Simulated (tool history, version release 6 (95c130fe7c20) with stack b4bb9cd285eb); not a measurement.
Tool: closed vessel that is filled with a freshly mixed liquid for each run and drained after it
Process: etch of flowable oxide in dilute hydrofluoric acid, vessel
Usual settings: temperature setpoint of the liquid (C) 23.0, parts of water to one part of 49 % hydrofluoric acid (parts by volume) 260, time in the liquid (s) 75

run   hour  temperature setpoint of the liquid (C)  parts of water to one part of 49 % hydrofluoric acid (parts by volume)  time in the liquid (s)  read-back film thickness of the flowable oxide reference wafer, read on the same gauge (nm)  thickness taken off the flowable oxide on a monitor wafer (angstrom)
  1    0.0                                    20.5                                                                     260                      75                                                                                        59.99                                                                  68.9
  2   80.9                                    23.0                                                                     260                      75                                                                                        60.01                                                                  74.0
  3  157.1                                    23.0                                                                     260                      75                                                                                        60.01                                                                  73.3
  4  199.1                                    23.0                                                                     260                      75                                                                                        59.98                                                                  73.2
  5  288.6                                    23.0                                                                     260                      75                                                                                        60.00                                                                  73.1
  6  360.8                                    23.0                                                                     260                     105                                                                                        60.01                                                                 101.8
  7  443.9                                    26.5                                                                     260                      75                                                                                        60.02                                                                  80.8
  8  550.2                                    23.0                                                                     260                      75                                                                                        59.99                                                                  72.0
  9  646.7                                    23.0                                                                     215                      40                                                                                        59.99                                                                  48.7
 10  724.4                                    23.0                                                                     260                      75                                                                                        60.00                                                                  70.8
 11  774.7                                    25.5                                                                     260                      75                                                                                        60.01                                                                  87.6
 12  846.2                                    20.0                                                                     195                     115                                                                                        60.00                                                                 156.1
 13  915.4                                    23.0                                                                     355                      75                                                                                        59.98                                                                  53.4
 14  987.7                                    27.0                                                                     260                      50                                                                                        60.01                                                                  60.8

Not shown: 4 entries that the log had between the listed runs. Between which runs, and how does the tool's hidden state differ before and after?
Between runs 5 and 6: thermometer replaced (hour 338.5)
  hydrofluoric acid flow below the setpoint (%): 8.34 -> 8.69
  measured less the result without the state, thickness taken off the flowable oxide on a monitor wafer (angstrom): -8.5 -> -12.4
Between runs 9 and 10: gauge calibrated (hour 655.8)
  hydrofluoric acid flow below the setpoint (%): 10.1 -> 10.5
  measured less the result without the state, thickness taken off the flowable oxide on a monitor wafer (angstrom): -6.8 -> -10.7
Between runs 10 and 11: hydrofluoric acid flow meter replaced (hour 734.1)
  hydrofluoric acid flow below the setpoint (%): 10.5 -> 1.25
  measured less the result without the state, thickness taken off the flowable oxide on a monitor wafer (angstrom): -10.7 -> -1.4
Between runs 13 and 14: thermometer replaced (hour 974.7)
  hydrofluoric acid flow below the setpoint (%): 1.94 -> 2.29
  measured less the result without the state, thickness taken off the flowable oxide on a monitor wafer (angstrom): -1.4 -> -1.9
